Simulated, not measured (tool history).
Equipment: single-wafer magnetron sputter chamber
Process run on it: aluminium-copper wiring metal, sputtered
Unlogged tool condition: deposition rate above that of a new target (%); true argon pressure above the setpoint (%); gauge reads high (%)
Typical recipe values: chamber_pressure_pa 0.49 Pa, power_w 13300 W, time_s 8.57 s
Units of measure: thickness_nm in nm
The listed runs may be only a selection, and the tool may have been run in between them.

run   hour  chamber_pressure_pa  power_w  time_s  wafers since the last listed run  wafers on the sputter target  hours since the last manometer calibration  hours since the magnet pack was replaced  hours since the gauge calibration  read-back reference wafer on the same gauge, thickness_nm  thickness_nm
  1      0                 0.49    13300    8.57                                 0                          4440                                       224.7                                      6878                                300                                                     222.01       184.248
  2   33.4                 0.49    12200    9.63                              1456                          5897                                       258.1                                    6911.4                              333.4                                                     221.84       195.521
        89  -- sputter target and shields replaced
  3    100                 0.49    13300    8.57                              2556                           480                                       324.7                                      6978                                400                                                    221.921        181.99
  4  144.2                 0.49    13300    8.57                              1928                          2408                                       368.9                                    7022.2                              444.2                                                    222.058       183.142
  5  191.1                 0.49    13300    8.57                              2045                          4454                                       415.8                                    7069.1                              491.1                                                    222.267       181.126
     251.2  -- sputter target and shields replaced
  6  251.7                 0.49    13300    8.57                              2294                            21                                       476.4                                    7129.7                              551.7                                                    221.971       181.228
  7  275.1                 0.49    13300    8.57                              1020                          1042                                       499.8                                    7153.1                              575.1                                                    221.948       182.801
  8  342.3                 0.49    13300    8.57                              2931                          3973                                         567                                    7220.3                              642.3                                                    222.249       182.295
  9  398.6                 0.49    13300    8.57                              2455                          6429                                       623.3                                    7276.6                              698.6                                                    222.092       180.155
     404.9  -- gauge calibrated
     407.3  -- sputter target and shields replaced
 10  458.9                 0.49    11300    8.57                              2281                          2249                                       683.6                                    7336.9                                 54                                                    221.956       160.416
 11  515.6                0.338    16450    8.57                              2473                          4723                                       740.3                                    7393.6                              110.7                                                    222.069       227.348
 12  551.5                 0.49    10000    8.57                              1565                          6289                                       776.2                                    7429.5                              146.6                                                    222.059       150.498
     594.9  -- sputter target and shields replaced
 13  621.8                 0.49    11300    8.57                              2717                          1175                                       846.5                                    7499.8                              216.9                                                    221.997       162.613
     669.3  -- magnet pack replaced
     677.7  -- capacitance manometer re-zeroed and calibrated
 14  678.2                0.354    13300    7.63                              1762                          2937                                         0.5                                       8.9                              273.3                                                    222.212       176.939
 15  701.2                0.353    13300    8.57                              1003                          3940                                        23.5                                      31.9                              296.3                                                    222.016       198.364
     764.1  -- sputter target and shields replaced
 16  767.1                 0.49    13300    8.57                              2525                           129                                        89.4                                      97.8                              362.2                                                    222.104        186.37
 17  800.3                0.423    15050    9.34                              1448                          1577                                       122.6                                       131                              395.4                                                    222.076       228.386
 18  868.1                0.383    15250    6.95                              2957                          4534                                       190.4                                     198.8                              463.2                                                    222.028       173.272

Consider 3 possible next runs. They are alternatives, not a sequence: every one starts from the tool as it was left by run 18. What does each give?
  A  868.5                 0.49    13300    8.57                                17                          4552                                       190.8                                     199.2                              463.6                                                          ?             ?
  B  868.5                 0.49    12000    8.57                                17                          4552                                       190.8                                     199.2                              463.6                                                          ?             ?
  C  868.5                0.328    15150    9.95                                17                          4552                                       190.8                                     199.2                              463.6                                                          ?             ?

run  read-back reference wafer on the same gauge, thickness_nm  thickness_nm
  A                                                    222.226        185.79
  B                                                    222.226       173.372
  C                                                    222.226       254.892
What these runs would have given with no unlogged condition in the tool:
run  thickness_nm
  A       187.545
  B        175.01
  C       256.654

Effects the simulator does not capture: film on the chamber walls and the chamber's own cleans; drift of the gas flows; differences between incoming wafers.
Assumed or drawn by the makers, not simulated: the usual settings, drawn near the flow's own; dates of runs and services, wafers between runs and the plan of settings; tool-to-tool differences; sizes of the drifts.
